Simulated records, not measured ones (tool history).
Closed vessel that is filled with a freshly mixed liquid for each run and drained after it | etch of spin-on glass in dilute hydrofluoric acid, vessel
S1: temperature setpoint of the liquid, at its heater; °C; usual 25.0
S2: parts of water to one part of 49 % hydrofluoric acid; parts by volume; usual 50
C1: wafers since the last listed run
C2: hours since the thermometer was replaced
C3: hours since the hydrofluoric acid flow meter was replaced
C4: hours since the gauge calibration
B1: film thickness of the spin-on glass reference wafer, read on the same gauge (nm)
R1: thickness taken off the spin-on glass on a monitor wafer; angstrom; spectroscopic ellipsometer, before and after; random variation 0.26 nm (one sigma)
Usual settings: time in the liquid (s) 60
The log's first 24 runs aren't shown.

Run 25, hour 1838.1: usual settings but S1 26.5 °C, time in the liquid (s) 45; C1 11023; C2 953.2; C3 171.1; C4 1012.0; B1 90.01. Result: R1 591.5 angstrom.
Run 26, hour 2119.4: usual settings but S1 22.0 °C, time in the liquid (s) 35; C1 39053; C2 1234.5; C3 452.4; C4 1293.3; B1 90.00. Result: R1 384.5 angstrom.
Run 27, hour 2189.9: usual settings but S2 65 parts by volume; C1 9787; C2 1305.0; C3 522.9; C4 1363.8; B1 90.00. Result: R1 566.1 angstrom.
Run 28, hour 2257.2: usual settings; C1 9343; C2 1372.3; C3 590.2; C4 1431.1; B1 89.98. Result: R1 746.2 angstrom.
Run 29, hour 2309.3: usual settings but S1 22.5 °C; C1 7233; C2 1424.4; C3 642.3; C4 1483.2; B1 90.00. Result: R1 668.3 angstrom.
Run 30, hour 2397.2: usual settings but time in the liquid (s) 90; C1 12203; C2 1512.3; C3 730.2; C4 1571.1; B1 90.01. Result: R1 1125.4 angstrom.
Run 31, hour 2461.8: usual settings but S1 22.5 °C, time in the liquid (s) 45; C1 8968; C2 1576.9; C3 794.8; C4 1635.7; B1 90.03. Result: R1 504.1 angstrom.
Run 32, hour 2775.4: usual settings; C1 43538; C2 1890.5; C3 1108.4; C4 1949.3; B1 90.00. Result: R1 745.5 angstrom.
Run 33, hour 2826.3: usual settings but S2 25 parts by volume; C1 7066; C2 1941.4; C3 1159.3; C4 2000.2; B1 89.99. Result: R1 1533.2 angstrom.

Forecast each of these 5 alternatives for the next run:
Run A, hour 2827.0: usual settings; C1 97; C2 1942.1; C3 1160.0; C4 2000.9; B1 ?. Result: R1 ?.
Run B, hour 2827.0: usual settings but S1 28.0 °C; C1 97; C2 1942.1; C3 1160.0; C4 2000.9; B1 ?. Result: R1 ?.
Run C, hour 2827.0: usual settings but S1 27.0 °C, S2 65 parts by volume, time in the liquid (s) 50; C1 97; C2 1942.1; C3 1160.0; C4 2000.9; B1 ?. Result: R1 ?.
Run D, hour 2827.0: usual settings but S1 21.0 °C, time in the liquid (s) 35; C1 97; C2 1942.1; C3 1160.0; C4 2000.9; B1 ?. Result: R1 ?.
Run E, hour 2827.0: usual settings but S1 29.5 °C, time in the liquid (s) 85; C1 97; C2 1942.1; C3 1160.0; C4 2000.9; B1 ?. Result: R1 ?.

run     B1      R1
  A  90.00   738.6
  B  90.00   833.6
  C  90.00   502.6
  D  90.00   365.0
  E  90.00  1253.3
Without the tool's hidden state the same runs would have given:
run      R1
  A   738.6
  B   833.6
  C   502.6
  D   365.0
  E  1253.3
